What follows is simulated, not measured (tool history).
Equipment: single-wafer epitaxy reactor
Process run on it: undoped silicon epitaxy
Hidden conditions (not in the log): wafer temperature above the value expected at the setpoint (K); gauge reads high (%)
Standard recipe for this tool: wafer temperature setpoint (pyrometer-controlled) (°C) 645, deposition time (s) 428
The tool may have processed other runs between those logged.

| run | hour | wafer temperature setpoint (pyrometer-controlled) (°C) | deposition time (s) | wafers since the last listed run | hours since the last pyrometer calibration | hours since the gauge calibration | read-back reference wafer on the same gauge, thickness_nm | mean film thickness on the monitor wafer (nm) |
|---|---|---|---|---|---|---|---|---|
| 1 | 0 | 645 | 382 | 0 | 2492.7 | 404.1 | 65.427 | 58.597 |
| 2 | 104.8 | 645 | 428 | 381 | 2597.5 | 508.9 | 65.466 | 65.081 |
| 3 | 200.8 | 645 | 428 | 349 | 2693.5 | 604.9 | 65.467 | 66.369 |
|  | 276.5 | gauge calibrated |
| 4 | 412.4 | 645 | 428 | 770 | 2905.1 | 135.9 | 65.455 | 65.958 |
| 5 | 519.8 | 655 | 403 | 391 | 3012.5 | 243.3 | 65.548 | 79.762 |
| 6 | 594.5 | 645 | 428 | 272 | 3087.2 | 318 | 65.544 | 66.645 |
|  | 652.3 | pyrometer calibrated |
| 7 | 652.8 | 645 | 428 | 183 | 0.5 | 376.3 | 65.533 | 63.384 |
| 8 | 700.3 | 645 | 428 | 173 | 48 | 423.8 | 65.488 | 63.461 |
| 9 | 787.2 | 641 | 428 | 316 | 134.9 | 510.7 | 65.581 | 57.39 |
| 10 | 863.4 | 636 | 488 | 277 | 211.1 | 586.9 | 65.48 | 57.601 |
| 11 | 963.3 | 630 | 474 | 363 | 311 | 686.8 | 65.493 | 47.36 |
|  | 1012.4 | gauge calibrated |
| 12 | 1032.9 | 645 | 428 | 253 | 380.6 | 20.5 | 65.529 | 63.108 |
| 13 | 1118.5 | 640 | 347 | 311 | 466.2 | 106.1 | 65.45 | 45.176 |
| 14 | 1247.1 | 639 | 481 | 468 | 594.8 | 234.7 | 65.485 | 61.401 |
| 15 | 1338.4 | 635 | 428 | 332 | 686.1 | 326 | 65.507 | 49.682 |
| 16 | 1409.2 | 645 | 428 | 257 | 756.9 | 396.8 | 65.396 | 63.475 |

Below, some changes in mean film thickness on the monitor wafer (nm) between adjacent runs. For each, the amount present without the hidden state too (settings, incoming material, random variation) and the amount remaining for the hidden state with gauge scatter not shared by both compared results:
Run 6 -> 7: pyrometer calibrated. mean film thickness on the monitor wafer (nm) -3.261: hidden state -3.171, all else -0.09.
Run 12 -> 13: wafer temperature setpoint (pyrometer-controlled) (°C) 645 -> 640, deposition time (s) 428 -> 347. mean film thickness on the monitor wafer (nm) -17.932: hidden state +0.071, all else -18.003.
